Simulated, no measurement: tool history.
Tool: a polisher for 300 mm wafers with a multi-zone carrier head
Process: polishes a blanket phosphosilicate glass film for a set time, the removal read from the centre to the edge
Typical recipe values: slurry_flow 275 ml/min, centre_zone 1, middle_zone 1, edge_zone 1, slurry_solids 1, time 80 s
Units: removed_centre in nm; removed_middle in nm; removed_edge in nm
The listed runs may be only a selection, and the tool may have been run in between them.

run	hour	slurry_flow	centre_zone	middle_zone	edge_zone	slurry_solids	time	wafers since the last listed run	wafers polished on this pad	hours since the slurry nozzle was cleaned	hours since the centre zone pressure was calibrated	hours since the edge zone pressure was calibrated	hours since the carrier head's membrane was replaced	incoming thickness of the incoming film, nm	removed_centre	removed_middle	removed_edge
1	0	275	1	1	0.92	1	80	0	839	468.3	399.6	200	761.9	3053.1	1030.7	920.6	868.7
2	7.3	275	1	1	1.06	1	80	100	940	475.6	406.9	207.3	769.2	3044.9	1076.4	934.9	919.4
3	20.5	275	1	1	1	1	80	182	1122	488.8	420.1	220.5	782.4	3006.7	1076.4	919.9	906.3
# hour 32.7: worn pad replaced by a new one
4	35.7	345	1	0.93	1	1	80	154	41	504	435.3	235.7	797.6	3021.4	1117.4	887	898
# hour 40.3: centre zone pressure recalibrated
5	44.5	190	0.97	1	1	1	92	93	135	512.8	4.2	244.5	806.4	3052.9	963.9	1023.7	1011.3
6	50.9	275	0.9	1	1	1.15	80	88	224	519.2	10.6	250.9	812.8	3026.2	874.1	988.5	934.6
# hour 55.5: slurry nozzle cleaned
7	66.7	365	0.89	0.9	1	1	64	204	428	11.2	26.4	266.7	828.6	3054.2	694	701.4	709.6
# hour 80: carrier head's membrane replaced by a new one
8	81.6	275	1	0.97	1	1	96	136	565	26.1	41.3	281.6	1.6	3022.6	1118.7	1081.1	1086.5
# hour 87.2: edge zone pressure recalibrated
9	92.3	370	1	0.95	1	1	80	120	685	36.8	52	5.1	12.3	3091.9	944.1	915.7	914
10	100.6	275	1	1.05	1	0.85	80	114	800	45.1	60.3	13.4	20.6	3001.2	899.9	906.7	837.7
# hour 115: worn pad replaced by a new one
11	115.5	190	1.09	1	0.92	1.1	80	150	7	60	75.2	28.3	35.5	3021.8	1038	910.8	875
12	118.7	275	1	1	1	1.15	96	44	51	63.2	78.4	31.5	38.7	2999	1238.7	1181.7	1130.7
13	130.8	275	1	1	1	1	80	167	218	75.3	90.5	43.6	50.8	3057	958.8	926.6	892.7
14	141.5	275	1	1	1	1	80	147	366	86	101.2	54.3	61.5	2991.7	971.6	930.7	901.2
15	153.4	275	1	1	1	1	80	164	530	97.9	113.1	66.2	73.4	3063.8	962.8	937.9	899.6
16	168.1	305	1	0.88	1	1.1	55	203	733	112.6	127.8	80.9	88.1	3025.8	692.8	610.3	644
17	181.3	355	1	1	1	1.2	80	182	915	125.8	141	94.1	101.3	2997.6	1049.8	1026.4	970.4
# hour 201.6: worn pad replaced by a new one
18	202.1	340	1.09	1.05	1	1	63	232	6	146.6	161.8	114.9	122.1	3095.2	851.6	764.1	719.8
19	211.7	275	1.04	0.9	1	1	62	132	139	156.2	171.4	124.5	131.7	3036.6	779.3	650.9	685.1
20	221.5	345	1	1	1	0.8	63	135	274	166	181.2	134.3	141.5	3094.4	713.8	681.1	650.9

Here are 5 independent what-if runs from the current tool condition. What would each one return?
A	221.9	275	1	1.12	1	1	80	5	280	166.4	181.6	134.7	141.9	3101.9	?	?	?
B	221.9	275	0.94	0.93	1	1.25	101	5	280	166.4	181.6	134.7	141.9	3101.9	?	?	?
C	221.9	275	0.91	1	1.11	1	63	5	280	166.4	181.6	134.7	141.9	3101.9	?	?	?
D	221.9	275	1	1	1.07	1.25	70	5	280	166.4	181.6	134.7	141.9	3101.9	?	?	?
E	221.9	275	0.95	1	1	1	80	5	280	166.4	181.6	134.7	141.9	3101.9	?	?	?

run	removed_centre	removed_middle	removed_edge
A	965.5	1021.9	900.2
B	1248.5	1203.3	1243.5
C	691	730.9	747.7
D	921.3	886	890.1
E	916.3	928.1	901.6
Without the tool's hidden state the same runs would have given:
run	removed_centre	removed_middle	removed_edge
A	929.2	1022.1	900.2
B	1201.3	1203.6	1243.5
C	664.8	731.1	747.7
D	886.6	886.2	890.1
E	881.7	928.3	901.6
